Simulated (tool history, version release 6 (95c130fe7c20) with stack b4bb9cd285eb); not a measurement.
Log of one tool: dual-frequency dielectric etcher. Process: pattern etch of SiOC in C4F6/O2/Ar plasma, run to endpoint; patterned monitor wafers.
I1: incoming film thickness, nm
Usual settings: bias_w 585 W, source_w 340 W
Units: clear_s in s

Run 1, hour 0.0: usual settings but bias_w 511 W; I1 40.81. Result: clear_s 14.0 s.
At hour 14.4: wet clean of the chamber.
Run 2, hour 52.5: usual settings; I1 40.48. Result: clear_s 13.1 s.
Run 3, hour 98.0: usual settings; I1 39.74. Result: clear_s 13.0 s.
Run 4, hour 167.8: usual settings; I1 40.54. Result: clear_s 13.4 s.
Run 5, hour 245.5: usual settings; I1 40.35. Result: clear_s 13.3 s.
Run 6, hour 406.2: usual settings; I1 40.57. Result: clear_s 13.6 s.
Run 7, hour 444.6: usual settings; I1 40.51. Result: clear_s 13.6 s.
Run 8, hour 475.5: usual settings but source_w 280 W; I1 40.12. Result: clear_s 15.2 s.
At hour 510.7: wet clean of the chamber.
Run 9, hour 514.6: usual settings but source_w 280 W; I1 40.38. Result: clear_s 14.7 s.
Run 10, hour 557.4: usual settings; I1 40.15. Result: clear_s 13.0 s.
Run 11, hour 600.7: usual settings; I1 40.86. Result: clear_s 13.3 s.
Run 12, hour 632.0: usual settings; I1 40.64. Result: clear_s 13.2 s.
Run 13, hour 693.1: usual settings but bias_w 689 W; I1 40.40. Result: clear_s 12.6 s.
Run 14, hour 762.5: usual settings but bias_w 689 W; I1 40.78. Result: clear_s 12.8 s.
Run 15, hour 802.8: usual settings but bias_w 684 W; I1 40.81. Result: clear_s 12.8 s.
Run 16, hour 850.8: usual settings but source_w 410 W; I1 40.05. Result: clear_s 12.0 s.
Run 17, hour 909.6: usual settings but bias_w 452 W, source_w 260 W; I1 40.60. Result: clear_s 17.2 s.
At hour 1041.8: wet clean of the chamber.
Run 18, hour 1064.4: usual settings but bias_w 501 W; I1 40.34. Result: clear_s 13.6 s.
Run 19, hour 1120.3: usual settings but source_w 280 W; I1 40.06. Result: clear_s 14.8 s.
Run 20, hour 1156.8: usual settings but bias_w 524 W, source_w 390 W; I1 40.41. Result: clear_s 12.6 s.
At hour 1174.2: source power generator calibrated.
Run 21, hour 1206.1: usual settings but source_w 290 W; I1 40.06. Result: clear_s 14.4 s.
At hour 1220.7: bias power generator calibrated.
At hour 1235.1: upper electrode replaced.
Run 22, hour 1268.5: usual settings but bias_w 514 W; I1 40.57. Result: clear_s 14.0 s.
Run 23, hour 1333.6: usual settings; I1 40.28. Result: clear_s 13.4 s.
Run 24, hour 1403.6: usual settings but source_w 300 W; I1 40.18. Result: clear_s 14.5 s.
Run 25, hour 1444.0: usual settings but bias_w 667 W, source_w 370 W; I1 40.24. Result: clear_s 12.4 s.
Run 26, hour 1508.5: usual settings but bias_w 713 W, source_w 390 W; I1 40.71. Result: clear_s 12.0 s.
Run 27, hour 1539.0: usual settings but bias_w 666 W; I1 40.31. Result: clear_s 13.1 s.
Run 28, hour 1596.9: usual settings but source_w 300 W; I1 40.31. Result: clear_s 14.7 s.
At hour 1644.7: wet clean of the chamber.
Run 29, hour 1645.2: usual settings but bias_w 665 W; I1 40.50. Result: clear_s 12.7 s.
Run 30, hour 1662.5: usual settings but bias_w 685 W, source_w 390 W; I1 40.27. Result: clear_s 11.5 s.
Run 31, hour 1691.6: usual settings but bias_w 689 W, source_w 320 W; I1 40.38. Result: clear_s 13.0 s.

3 ways to go on from here, each from the tool as it stands after run 31. What would each give?
Run A, hour 1692.0: usual settings; I1 40.27. Result: clear_s ?.
Run B, hour 1692.0: usual settings but bias_w 544 W, source_w 310 W; I1 40.27. Result: clear_s ?.
Run C, hour 1692.0: usual settings but bias_w 624 W, source_w 290 W; I1 40.27. Result: clear_s ?.

run  clear_s
  A     13.0
  B     14.0
  C     14.1
Without the tool's hidden state the same runs would have given:
run  clear_s
  A     13.0
  B     14.0
  C     14.0
